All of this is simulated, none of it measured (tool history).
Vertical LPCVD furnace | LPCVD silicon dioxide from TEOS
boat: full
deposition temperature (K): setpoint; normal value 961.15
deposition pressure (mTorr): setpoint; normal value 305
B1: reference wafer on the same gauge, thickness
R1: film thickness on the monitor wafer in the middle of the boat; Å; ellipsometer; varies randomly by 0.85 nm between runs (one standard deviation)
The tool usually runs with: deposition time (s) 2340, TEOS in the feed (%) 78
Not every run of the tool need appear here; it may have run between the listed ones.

Run 1, hour 0.0: usual settings; B1 235.11. Result: R1 2199.3 Å.
Run 2, hour 89.5: usual settings; B1 235.24. Result: R1 2211.3 Å.
Run 3, hour 183.8: usual settings; B1 235.00. Result: R1 2206.8 Å.
Run 4, hour 249.8: usual settings but deposition pressure (mTorr) 355; B1 234.98. Result: R1 2410.3 Å.
Run 5, hour 339.3: usual settings but deposition pressure (mTorr) 355; B1 234.99. Result: R1 2395.8 Å.
Run 6, hour 378.8: usual settings but deposition pressure (mTorr) 355; B1 234.91. Result: R1 2398.0 Å.
Run 7, hour 453.6: usual settings but deposition pressure (mTorr) 340; B1 234.86. Result: R1 2341.7 Å.
Run 8, hour 519.2: usual settings but deposition pressure (mTorr) 340; B1 234.89. Result: R1 2362.2 Å.
Run 9, hour 559.8: usual settings but deposition pressure (mTorr) 340; B1 234.79. Result: R1 2369.7 Å.
At hour 701.8: gauge calibrated.
Run 10, hour 846.5: usual settings but deposition pressure (mTorr) 360, TEOS in the feed (%) 74; B1 234.99. Result: R1 2399.7 Å.
Run 11, hour 901.6: usual settings; B1 235.01. Result: R1 2256.7 Å.
Run 12, hour 993.7: usual settings; B1 234.76. Result: R1 2264.6 Å.
Run 13, hour 1063.5: usual settings; B1 234.84. Result: R1 2253.3 Å.
At hour 1137.5: thermocouples replaced and temperature profile calibrated.
Run 14, hour 1165.9: usual settings; B1 235.01. Result: R1 2128.4 Å.
Run 15, hour 1204.9: usual settings but deposition pressure (mTorr) 240, deposition time (s) 2760, TEOS in the feed (%) 73; B1 235.02. Result: R1 2149.1 Å.
Run 16, hour 1243.7: usual settings but deposition temperature (K) 954.15; B1 235.12. Result: R1 1809.8 Å.
Run 17, hour 1328.2: usual settings but deposition temperature (K) 958.15, deposition time (s) 1620; B1 235.07. Result: R1 1376.8 Å.
Run 18, hour 1430.7: usual settings but deposition time (s) 2610; B1 235.03. Result: R1 2390.6 Å.
Run 19, hour 1538.2: usual settings but deposition time (s) 1980, TEOS in the feed (%) 63; B1 235.07. Result: R1 1633.4 Å.
Run 20, hour 1743.3: usual settings but deposition temperature (K) 972.15; B1 234.94. Result: R1 2760.7 Å.
Run 21, hour 1795.8: usual settings; B1 235.16. Result: R1 2147.8 Å.
At hour 1882.5: pressure gauge zeroed.
At hour 1908.6: TEOS flow controller replaced.
Run 22, hour 1909.1: usual settings; B1 234.78. Result: R1 2210.9 Å.
Run 23, hour 1990.0: usual settings; B1 234.89. Result: R1 2194.8 Å.
Run 24, hour 2029.2: usual settings but deposition time (s) 1620; B1 235.09. Result: R1 1529.7 Å.
Run 25, hour 2095.4: usual settings; B1 235.03. Result: R1 2207.5 Å.
Run 26, hour 2196.2: usual settings; B1 235.00. Result: R1 2205.1 Å.
Run 27, hour 2267.4: usual settings but deposition temperature (K) 950.15, TEOS in the feed (%) 68; B1 235.04. Result: R1 1577.9 Å.
Run 28, hour 2503.3: usual settings but deposition temperature (K) 970.15, deposition pressure (mTorr) 340, deposition time (s) 1650; B1 234.96. Result: R1 2019.5 Å.
Run 29, hour 2568.5: usual settings but deposition time (s) 2880; B1 235.06. Result: R1 2688.4 Å.
Run 30, hour 2644.6: usual settings; B1 235.09. Result: R1 2194.2 Å.
Run 31, hour 2750.0: usual settings; B1 235.01. Result: R1 2191.5 Å.

For each run, the measured value with the value that run would have given without the tool's hidden condition subtracted. The run-to-run variation is shared by both, the gauge scatter possibly not:
The hidden state here: true tube temperature minus thermocouple reading, K; true pressure minus gauge reading, mTorr; deviation of the TEOS flow from its setpoint, %; gauge reads high (%).
run     R1
  1  +14.8
  2  +18.6
  3  +22.7
  4  +36.0
  5  +40.5
  6  +42.5
  7  +43.5
  8  +47.5
  9  +49.9
 10  +71.1
 11  +61.8
 12  +67.6
 13  +71.8
 14  -51.6
 15  -67.6
 16  -43.9
 17  -33.5
 18  -57.9
 19  -39.2
 20  -64.6
 21  -49.6
 22  +10.5
 23   +8.3
 24   +5.2
 25   +6.2
 26   +4.4
 27   +2.7
 28   +3.1
 29   +2.2
 30   +2.0
 31   +2.5

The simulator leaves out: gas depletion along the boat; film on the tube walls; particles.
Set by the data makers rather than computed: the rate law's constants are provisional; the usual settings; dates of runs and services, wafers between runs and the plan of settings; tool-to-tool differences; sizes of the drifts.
